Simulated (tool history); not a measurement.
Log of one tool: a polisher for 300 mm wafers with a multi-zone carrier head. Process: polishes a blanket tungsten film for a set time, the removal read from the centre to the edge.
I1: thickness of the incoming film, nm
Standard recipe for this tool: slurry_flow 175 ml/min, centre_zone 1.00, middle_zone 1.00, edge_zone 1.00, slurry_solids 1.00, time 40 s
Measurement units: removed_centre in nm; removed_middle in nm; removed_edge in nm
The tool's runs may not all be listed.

run 1 hour=0.0 | slurry_flow=175 centre_zone=1.00 middle_zone=1.00 edge_zone=1.00 slurry_solids=0.90 time=40 | I1=1031.9 | removed_centre=227.4 removed_middle=224.1 removed_edge=219.0
run 2 hour=79.4 | slurry_flow=200 centre_zone=1.00 middle_zone=1.00 edge_zone=1.00 slurry_solids=1.00 time=40 | I1=1009.4 | removed_centre=233.5 removed_middle=234.8 removed_edge=232.6
-- hour=91.8 slurry nozzle cleaned
-- hour=125.7 edge zone pressure recalibrated
run 3 hour=152.8 | slurry_flow=175 centre_zone=1.00 middle_zone=1.00 edge_zone=0.91 slurry_solids=1.00 time=40 | I1=1020.3 | removed_centre=221.5 removed_middle=228.2 removed_edge=217.7
-- hour=225.9 worn pad replaced by a new one
run 4 hour=245.2 | slurry_flow=130 centre_zone=1.00 middle_zone=1.10 edge_zone=1.00 slurry_solids=1.15 time=40 | I1=1034.3 | removed_centre=218.1 removed_middle=238.1 removed_edge=221.9
run 5 hour=345.8 | slurry_flow=175 centre_zone=0.93 middle_zone=1.00 edge_zone=1.00 slurry_solids=1.00 time=29 | I1=1024.9 | removed_centre=148.6 removed_middle=167.6 removed_edge=164.1
run 6 hour=415.1 | slurry_flow=175 centre_zone=1.00 middle_zone=1.00 edge_zone=1.00 slurry_solids=1.00 time=40 | I1=1031.5 | removed_centre=219.4 removed_middle=230.8 removed_edge=230.8
run 7 hour=468.6 | slurry_flow=175 centre_zone=1.00 middle_zone=1.00 edge_zone=1.00 slurry_solids=1.00 time=40 | I1=1002.5 | removed_centre=221.1 removed_middle=233.0 removed_edge=226.5
-- hour=524.9 centre zone pressure recalibrated
run 8 hour=553.6 | slurry_flow=175 centre_zone=0.92 middle_zone=1.00 edge_zone=1.00 slurry_solids=1.00 time=40 | I1=1005.0 | removed_centre=209.5 removed_middle=224.2 removed_edge=230.1
run 9 hour=608.5 | slurry_flow=230 centre_zone=0.90 middle_zone=1.00 edge_zone=1.00 slurry_solids=1.00 time=40 | I1=1023.7 | removed_centre=213.1 removed_middle=242.3 removed_edge=233.0
run 10 hour=715.7 | slurry_flow=175 centre_zone=1.00 middle_zone=1.00 edge_zone=1.00 slurry_solids=1.00 time=40 | I1=1023.8 | removed_centre=227.6 removed_middle=221.1 removed_edge=225.7
run 11 hour=769.7 | slurry_flow=175 centre_zone=1.00 middle_zone=1.03 edge_zone=1.00 slurry_solids=1.00 time=34 | I1=1024.6 | removed_centre=187.7 removed_middle=198.0 removed_edge=193.4
-- hour=778.5 slurry nozzle cleaned
-- hour=782.8 worn pad replaced by a new one
-- hour=798.9 edge zone pressure recalibrated
run 12 hour=838.7 | slurry_flow=175 centre_zone=1.00 middle_zone=1.00 edge_zone=1.00 slurry_solids=1.00 time=40 | I1=1015.5 | removed_centre=224.4 removed_middle=228.7 removed_edge=226.8
run 13 hour=921.4 | slurry_flow=130 centre_zone=1.00 middle_zone=0.95 edge_zone=1.00 slurry_solids=1.00 time=33 | I1=1036.7 | removed_centre=170.9 removed_middle=169.1 removed_edge=178.5
-- hour=994.7 carrier head's membrane replaced by a new one
run 14 hour=1014.3 | slurry_flow=175 centre_zone=1.00 middle_zone=1.00 edge_zone=1.00 slurry_solids=0.80 time=40 | I1=1016.3 | removed_centre=208.4 removed_middle=214.1 removed_edge=212.1
run 15 hour=1100.0 | slurry_flow=175 centre_zone=1.00 middle_zone=1.00 edge_zone=1.00 slurry_solids=1.00 time=40 | I1=1028.1 | removed_centre=219.8 removed_middle=232.0 removed_edge=227.2
-- hour=1133.6 centre zone pressure recalibrated
run 16 hour=1207.6 | slurry_flow=210 centre_zone=1.00 middle_zone=0.91 edge_zone=1.00 slurry_solids=1.00 time=40 | I1=1024.5 | removed_centre=231.9 removed_middle=215.8 removed_edge=232.9
run 17 hour=1300.4 | slurry_flow=200 centre_zone=1.11 middle_zone=1.00 edge_zone=1.00 slurry_solids=0.80 time=40 | I1=1016.9 | removed_centre=238.5 removed_middle=215.2 removed_edge=219.5
run 18 hour=1357.3 | slurry_flow=175 centre_zone=1.00 middle_zone=1.00 edge_zone=1.00 slurry_solids=1.00 time=40 | I1=1004.2 | removed_centre=225.0 removed_middle=223.4 removed_edge=224.4
-- hour=1417.6 worn pad replaced by a new one
run 19 hour=1431.7 | slurry_flow=175 centre_zone=1.00 middle_zone=1.04 edge_zone=1.00 slurry_solids=1.00 time=40 | I1=1023.3 | removed_centre=220.8 removed_middle=234.1 removed_edge=226.5
-- hour=1452.0 slurry nozzle cleaned
run 20 hour=1502.8 | slurry_flow=130 centre_zone=0.95 middle_zone=1.00 edge_zone=1.00 slurry_solids=1.00 time=45 | I1=1028.5 | removed_centre=219.7 removed_middle=234.5 removed_edge=244.7
-- hour=1517.8 edge zone pressure recalibrated
run 21 hour=1551.4 | slurry_flow=175 centre_zone=1.00 middle_zone=1.00 edge_zone=1.00 slurry_solids=1.00 time=40 | I1=1029.0 | removed_centre=220.8 removed_middle=227.9 removed_edge=226.6

Consider 4 possible next runs. They are alternatives, not a sequence: every one starts from the tool as it was left by run 21. What does each give?
run A hour=1551.8 | slurry_flow=175 centre_zone=1.00 middle_zone=1.00 edge_zone=1.00 slurry_solids=1.00 time=40 | I1=1029.1 | removed_centre=? removed_middle=? removed_edge=?
run B hour=1551.8 | slurry_flow=140 centre_zone=1.00 middle_zone=1.00 edge_zone=1.00 slurry_solids=1.00 time=40 | I1=1029.1 | removed_centre=? removed_middle=? removed_edge=?
run C hour=1551.8 | slurry_flow=175 centre_zone=1.00 middle_zone=1.00 edge_zone=1.00 slurry_solids=1.00 time=30 | I1=1029.1 | removed_centre=? removed_middle=? removed_edge=?
run D hour=1551.8 | slurry_flow=205 centre_zone=1.00 middle_zone=0.89 edge_zone=1.00 slurry_solids=0.80 time=32 | I1=1029.1 | removed_centre=? removed_middle=? removed_edge=?

run=A removed_centre=222.5 removed_middle=226.5 removed_edge=228.1
run=B removed_centre=211.2 removed_middle=216.3 removed_edge=220.6
run=C removed_centre=166.9 removed_middle=169.9 removed_edge=171.0
run=D removed_centre=172.8 removed_middle=159.2 removed_edge=175.8
What these runs would have given with no unlogged condition in the tool:
run=A removed_centre=235.9 removed_middle=226.4 removed_edge=228.1
run=B removed_centre=223.9 removed_middle=216.2 removed_edge=220.6
run=C removed_centre=176.9 removed_middle=169.8 removed_edge=171.0
run=D removed_centre=183.2 removed_middle=159.2 removed_edge=175.8

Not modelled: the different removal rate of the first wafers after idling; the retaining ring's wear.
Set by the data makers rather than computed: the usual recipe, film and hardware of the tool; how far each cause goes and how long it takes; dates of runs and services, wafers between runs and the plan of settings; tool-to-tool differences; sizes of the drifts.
